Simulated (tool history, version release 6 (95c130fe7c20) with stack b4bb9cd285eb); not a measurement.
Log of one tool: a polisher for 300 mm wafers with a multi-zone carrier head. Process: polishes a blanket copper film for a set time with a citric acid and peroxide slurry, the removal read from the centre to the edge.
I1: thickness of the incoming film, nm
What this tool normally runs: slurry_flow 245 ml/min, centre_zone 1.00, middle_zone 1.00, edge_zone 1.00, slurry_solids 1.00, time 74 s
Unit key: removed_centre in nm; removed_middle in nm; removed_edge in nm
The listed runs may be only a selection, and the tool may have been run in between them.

{"run": 1, "day": 0.0, "slurry_flow": 245, "centre_zone": 1.0, "middle_zone": 1.0, "edge_zone": 1.0, "slurry_solids": 1.0, "time": 74, "I1": 1192.2, "removed_centre": 171.1, "removed_middle": 166.1, "removed_edge": 170.2}
{"run": 2, "day": 1.333, "slurry_flow": 245, "centre_zone": 0.92, "middle_zone": 1.0, "edge_zone": 1.0, "slurry_solids": 1.0, "time": 74, "I1": 1187.8, "removed_centre": 155.4, "removed_middle": 165.4, "removed_edge": 171.1}
{"run": 3, "day": 2.521, "slurry_flow": 305, "centre_zone": 1.0, "middle_zone": 1.0, "edge_zone": 1.0, "slurry_solids": 1.0, "time": 61, "I1": 1188.4, "removed_centre": 143.2, "removed_middle": 141.4, "removed_edge": 141.9}
{"run": 4, "day": 3.571, "slurry_flow": 245, "centre_zone": 1.0, "middle_zone": 1.0, "edge_zone": 1.0, "slurry_solids": 1.0, "time": 74, "I1": 1187.4, "removed_centre": 170.3, "removed_middle": 167.4, "removed_edge": 170.9}
{"run": 5, "day": 4.117, "slurry_flow": 245, "centre_zone": 1.0, "middle_zone": 1.0, "edge_zone": 1.0, "slurry_solids": 1.0, "time": 74, "I1": 1193.0, "removed_centre": 170.0, "removed_middle": 164.9, "removed_edge": 170.0}
{"run": 6, "day": 4.638, "slurry_flow": 245, "centre_zone": 1.0, "middle_zone": 1.0, "edge_zone": 1.0, "slurry_solids": 1.0, "time": 65, "I1": 1191.1, "removed_centre": 149.9, "removed_middle": 147.0, "removed_edge": 150.8}
{"run": 7, "day": 5.712, "slurry_flow": 295, "centre_zone": 1.0, "middle_zone": 1.0, "edge_zone": 1.0, "slurry_solids": 1.1, "time": 74, "I1": 1174.8, "removed_centre": 177.3, "removed_middle": 173.9, "removed_edge": 177.6}
{"run": 8, "day": 6.225, "slurry_flow": 290, "centre_zone": 0.96, "middle_zone": 0.94, "edge_zone": 1.0, "slurry_solids": 1.0, "time": 74, "I1": 1202.0, "removed_centre": 162.6, "removed_middle": 163.1, "removed_edge": 172.1}
{"day": 6.708, "done": "worn pad replaced by a new one"}
{"run": 9, "day": 7.517, "slurry_flow": 245, "centre_zone": 1.0, "middle_zone": 1.0, "edge_zone": 1.0, "slurry_solids": 1.0, "time": 74, "I1": 1171.7, "removed_centre": 169.3, "removed_middle": 166.8, "removed_edge": 168.0}
{"run": 10, "day": 8.071, "slurry_flow": 245, "centre_zone": 1.09, "middle_zone": 0.88, "edge_zone": 1.0, "slurry_solids": 1.0, "time": 74, "I1": 1180.6, "removed_centre": 180.7, "removed_middle": 152.7, "removed_edge": 169.1}
{"run": 11, "day": 10.262, "slurry_flow": 245, "centre_zone": 1.0, "middle_zone": 1.0, "edge_zone": 0.96, "slurry_solids": 0.75, "time": 74, "I1": 1187.4, "removed_centre": 159.7, "removed_middle": 158.3, "removed_edge": 160.2}
{"day": 13.954, "done": "slurry nozzle cleaned"}
{"day": 14.904, "done": "worn pad replaced by a new one"}
{"run": 12, "day": 14.925, "slurry_flow": 245, "centre_zone": 1.0, "middle_zone": 1.12, "edge_zone": 1.0, "slurry_solids": 1.0, "time": 88, "I1": 1184.0, "removed_centre": 197.8, "removed_middle": 211.6, "removed_edge": 202.7}
{"run": 13, "day": 15.8, "slurry_flow": 310, "centre_zone": 1.08, "middle_zone": 1.0, "edge_zone": 1.03, "slurry_solids": 1.0, "time": 66, "I1": 1188.8, "removed_centre": 164.8, "removed_middle": 154.4, "removed_edge": 153.6}
{"run": 14, "day": 16.317, "slurry_flow": 245, "centre_zone": 1.0, "middle_zone": 1.0, "edge_zone": 1.0, "slurry_solids": 1.0, "time": 74, "I1": 1193.8, "removed_centre": 166.0, "removed_middle": 165.6, "removed_edge": 169.4}
{"run": 15, "day": 17.321, "slurry_flow": 245, "centre_zone": 1.0, "middle_zone": 1.0, "edge_zone": 1.0, "slurry_solids": 1.3, "time": 74, "I1": 1187.1, "removed_centre": 174.1, "removed_middle": 174.4, "removed_edge": 177.0}
{"run": 16, "day": 18.6, "slurry_flow": 245, "centre_zone": 0.91, "middle_zone": 1.0, "edge_zone": 1.12, "slurry_solids": 1.3, "time": 49, "I1": 1177.5, "removed_centre": 105.3, "removed_middle": 114.3, "removed_edge": 126.6}
{"run": 17, "day": 19.429, "slurry_flow": 245, "centre_zone": 1.0, "middle_zone": 1.0, "edge_zone": 1.09, "slurry_solids": 1.15, "time": 74, "I1": 1175.9, "removed_centre": 165.9, "removed_middle": 168.8, "removed_edge": 184.2}
{"run": 18, "day": 20.675, "slurry_flow": 245, "centre_zone": 1.0, "middle_zone": 1.06, "edge_zone": 0.96, "slurry_solids": 1.0, "time": 62, "I1": 1173.4, "removed_centre": 136.1, "removed_middle": 146.6, "removed_edge": 139.6}
{"run": 19, "day": 21.808, "slurry_flow": 245, "centre_zone": 1.0, "middle_zone": 1.0, "edge_zone": 1.0, "slurry_solids": 1.0, "time": 74, "I1": 1209.8, "removed_centre": 162.7, "removed_middle": 163.2, "removed_edge": 169.4}
{"run": 20, "day": 22.592, "slurry_flow": 245, "centre_zone": 1.0, "middle_zone": 1.0, "edge_zone": 1.0, "slurry_solids": 1.0, "time": 74, "I1": 1204.0, "removed_centre": 162.0, "removed_middle": 167.7, "removed_edge": 170.9}
{"day": 23.8, "done": "worn pad replaced by a new one"}
{"run": 21, "day": 24.008, "slurry_flow": 245, "centre_zone": 1.0, "middle_zone": 1.0, "edge_zone": 0.9, "slurry_solids": 0.9, "time": 92, "I1": 1163.2, "removed_centre": 197.2, "removed_middle": 201.4, "removed_edge": 195.0}

5 ways to go on from here, each from the tool as it stands after run 21. What would each give?
{"run": "A", "day": 24.025, "slurry_flow": 245, "centre_zone": 1.0, "middle_zone": 1.0, "edge_zone": 1.0, "slurry_solids": 1.0, "time": 92, "I1": 1193.6, "removed_centre": "?", "removed_middle": "?", "removed_edge": "?"}
{"run": "B", "day": 24.025, "slurry_flow": 200, "centre_zone": 1.0, "middle_zone": 1.0, "edge_zone": 0.92, "slurry_solids": 1.0, "time": 81, "I1": 1193.6, "removed_centre": "?", "removed_middle": "?", "removed_edge": "?"}
{"run": "C", "day": 24.025, "slurry_flow": 245, "centre_zone": 0.89, "middle_zone": 1.0, "edge_zone": 1.09, "slurry_solids": 0.85, "time": 51, "I1": 1193.6, "removed_centre": "?", "removed_middle": "?", "removed_edge": "?"}
{"run": "D", "day": 24.025, "slurry_flow": 245, "centre_zone": 1.0, "middle_zone": 1.0, "edge_zone": 1.1, "slurry_solids": 1.0, "time": 74, "I1": 1193.6, "removed_centre": "?", "removed_middle": "?", "removed_edge": "?"}
{"run": "E", "day": 24.025, "slurry_flow": 245, "centre_zone": 1.12, "middle_zone": 0.92, "edge_zone": 1.0, "slurry_solids": 1.0, "time": 74, "I1": 1193.6, "removed_centre": "?", "removed_middle": "?", "removed_edge": "?"}

run=A removed_centre=200.1 removed_middle=203.4 removed_edge=215.7
run=B removed_centre=170.5 removed_middle=173.9 removed_edge=178.6
run=C removed_centre=96.5 removed_middle=109.7 removed_edge=121.4
run=D removed_centre=161.0 removed_middle=163.6 removed_edge=181.9
run=E removed_centre=179.6 removed_middle=153.5 removed_edge=173.7
With the hidden condition removed and each run's random variation left untouched, the same runs would have given:
run=A removed_centre=209.6 removed_middle=203.4 removed_edge=215.7
run=B removed_centre=178.5 removed_middle=173.8 removed_edge=178.6
run=C removed_centre=101.0 removed_middle=109.7 removed_edge=121.4
run=D removed_centre=168.6 removed_middle=163.6 removed_edge=181.9
run=E removed_centre=187.9 removed_middle=153.5 removed_edge=173.7
